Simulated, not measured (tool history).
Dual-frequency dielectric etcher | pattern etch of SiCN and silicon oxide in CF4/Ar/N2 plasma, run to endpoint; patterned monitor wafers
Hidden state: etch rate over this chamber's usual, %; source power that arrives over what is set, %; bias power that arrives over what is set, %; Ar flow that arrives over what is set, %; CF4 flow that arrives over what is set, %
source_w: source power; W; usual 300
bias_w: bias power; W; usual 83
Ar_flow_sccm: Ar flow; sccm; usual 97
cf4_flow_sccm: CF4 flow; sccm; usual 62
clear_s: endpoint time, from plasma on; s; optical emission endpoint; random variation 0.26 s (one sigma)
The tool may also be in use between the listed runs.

run,day,source_w,bias_w,Ar_flow_sccm,cf4_flow_sccm,wafers since the last listed run,hours since the last wet clean,hours since the last source power generator calibration,hours since the last bias power generator calibration,hours since the last Ar flow controller change,hours since the last CF4 flow controller change,hours since the last upper electrode change,"incoming incoming film thickness, nm",clear_s
1,0,300,83,97,62,0,167.3,37.7,2551.1,3220.9,2823.3,3140.6,18.02,30.6
# day 6.433: Ar flow controller replaced
# day 7.046: wet clean of the chamber
2,7.512,360,83,97,62,3081,11.2,218,2731.4,25.9,3003.6,3320.9,17.5,25
3,8.621,320,83,97,62,513,37.8,244.6,2758,52.5,3030.2,3347.5,17.9,28.1
4,11.517,320,83,97,62,1341,107.3,314.1,2827.5,122,3099.7,3417,17.72,28.4
5,13.033,320,83,97,62,702,143.7,350.5,2863.9,158.4,3136.1,3453.4,17.8,28.8
# day 14.662: CF4 flow controller replaced
6,15.433,340,75,97,62,995,201.3,408.1,2921.5,216,18.5,3511,17.97,28.2
# day 15.842: bias power generator calibrated
7,16.904,300,83,97,62,604,236.6,443.4,25.5,251.3,53.8,3546.3,17.74,30.7
8,19.554,350,103,108,74,1227,300.2,507,89.1,314.9,117.4,3609.9,17.8,25.6
# day 20.896: upper electrode replaced
# day 21.383: wet clean of the chamber
9,22.121,300,83,97,62,500,17.7,568.6,150.7,376.5,179,29.4,17.74,29.9
10,24.396,300,96,97,49,1053,72.3,623.2,205.3,431.1,233.6,84,17.91,29.8
11,25.758,340,72,75,62,631,105,655.9,238,463.8,266.3,116.7,17.77,26.4
12,28.492,270,83,97,62,1266,170.6,721.5,303.6,529.4,331.9,182.3,17.64,33.7
13,30.346,230,83,82,66,858,215.1,766,348.1,573.9,376.4,226.8,17.79,40.2
14,32.238,300,83,97,62,876,260.5,811.4,393.5,619.3,421.8,272.2,17.64,30.9
15,34.483,300,83,97,66,1040,314.4,865.3,447.4,673.2,475.7,326.1,17.73,31.2
# day 37.925: wet clean of the chamber
16,37.946,300,83,97,62,1140,0.5,948.4,530.5,756.3,558.8,409.2,17.85,29.5
17,38.208,370,83,77,73,121,6.8,954.7,536.8,762.6,565.1,415.5,17.71,22.5
18,39.429,300,93,97,62,565,36.1,984,566.1,791.9,594.4,444.8,17.73,29
19,41.688,330,83,89,62,1046,90.3,1038.2,620.3,846.1,648.6,499,17.82,27.1
20,44.012,300,77,114,55,1076,146.1,1094,676.1,901.9,704.4,554.8,17.87,31.9
21,45.825,300,83,97,62,839,189.6,1137.5,719.6,945.4,747.9,598.3,17.87,31.4
22,46.929,300,75,119,57,511,216.1,1164,746.1,971.9,774.4,624.8,17.85,32.5
23,48.104,340,97,88,47,544,244.3,1192.2,774.3,1000.1,802.6,653,17.79,25.9

Forecast each of these 5 alternatives for the next run:
A,48.121,300,83,84,62,7,244.7,1192.6,774.7,1000.5,803,653.4,17.9,?
B,48.121,380,65,111,67,7,244.7,1192.6,774.7,1000.5,803,653.4,17.9,?
C,48.121,250,83,111,75,7,244.7,1192.6,774.7,1000.5,803,653.4,17.9,?
D,48.121,300,83,87,58,7,244.7,1192.6,774.7,1000.5,803,653.4,17.9,?
E,48.121,300,83,76,71,7,244.7,1192.6,774.7,1000.5,803,653.4,17.9,?

run,clear_s
A,30.5
B,26.2
C,38.1
D,30.8
E,29.8
Without the tool's hidden state the same runs would have given:
run,clear_s
A,29.7
B,25.5
C,37
D,30
E,29
